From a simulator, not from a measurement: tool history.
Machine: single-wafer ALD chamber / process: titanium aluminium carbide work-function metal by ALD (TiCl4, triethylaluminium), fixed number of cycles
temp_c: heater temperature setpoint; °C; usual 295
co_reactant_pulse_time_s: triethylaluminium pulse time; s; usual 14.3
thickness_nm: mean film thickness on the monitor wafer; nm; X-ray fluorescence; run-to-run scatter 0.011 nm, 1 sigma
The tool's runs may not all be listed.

run,hour,temp_c,co_reactant_pulse_time_s,wafers since the last listed run,hours since the last thermocouple change,hours since the last triethylaluminium bottle change,hours since the showerhead was replaced,hours since the gauge calibration,"read-back reference wafer on the same gauge, thickness_nm",thickness_nm
1,0,295,17.62,0,1875.2,328.9,3564.9,250.1,2.308,2.102
2,6.2,291,14.3,48,1881.4,335.1,3571.1,256.3,2.309,2.043
3,16,295,18.24,77,1891.2,344.9,3580.9,266.1,2.318,2.108
4,29.9,295,18.24,109,1905.1,358.8,3594.8,280,2.313,2.117
5,39.2,295,18.24,73,1914.4,368.1,3604.1,289.3,2.315,2.108
6,54.6,295,14.3,121,1929.8,383.5,3619.5,304.7,2.312,2.087
7,88.8,295,14.3,269,1964,417.7,3653.7,338.9,2.314,2.091
8,97.3,295,14.3,67,1972.5,426.2,3662.2,347.4,2.312,2.102
9,110.9,295,14.3,107,1986.1,439.8,3675.8,361,2.313,2.082
# hour 129.9: showerhead replaced
10,130.4,295,17.01,90,2005.6,459.3,0.5,380.5,2.312,2.096
11,133.6,295,17.01,25,2008.8,462.5,3.7,383.7,2.31,2.104
12,142.6,295,17.01,70,2017.8,471.5,12.7,392.7,2.31,2.092
13,151.9,307,17.5,73,2027.1,480.8,22,402,2.305,2.211
14,167.3,307,19.2,121,2042.5,496.2,37.4,417.4,2.31,2.244
15,178.6,291,16.73,89,2053.8,507.5,48.7,428.7,2.312,2.035
16,195.1,306,12.35,130,2070.3,524,65.2,445.2,2.303,2.122
17,212.2,295,14.3,134,2087.4,541.1,82.3,462.3,2.31,2.073
18,224.1,280,17.63,93,2099.3,553,94.2,474.2,2.309,1.974
19,239.5,304,9.38,121,2114.7,568.4,109.6,489.6,2.312,1.986
# hour 261.6: triethylaluminium bottle replaced
20,285.7,290,12.2,301,2160.9,24.1,155.8,535.8,2.308,2.049
21,309.5,285,11.03,187,2184.7,47.9,179.6,559.6,2.309,1.996
22,322.4,307,19.2,101,2197.6,60.8,192.5,572.5,2.313,2.217
# hour 366.3: thermocouple changed; heater temperature recalibrated
23,366.8,295,14.3,286,0.5,105.2,236.9,616.9,2.312,2.111
24,380.4,299,9.56,107,14.1,118.8,250.5,630.5,2.309,2.065
# hour 381.1: gauge calibrated
25,388.3,295,15.89,62,22,126.7,258.4,7.2,2.313,2.106
26,437.7,285,14.3,389,71.4,176.1,307.8,56.6,2.318,2.013
27,446.1,284,19.57,66,79.8,184.5,316.2,65,2.311,2.034

Estimate the outcome of run 28 from the log above:
28,460.3,295,19.44,111,94,198.7,330.4,79.2,?,?

read-back reference wafer on the same gauge, thickness_nm: 2.308
thickness_nm: 2.13 nm
On a tool with no hidden condition, and with the same random variation, this run would have come out at thickness_nm 2.134 nm.
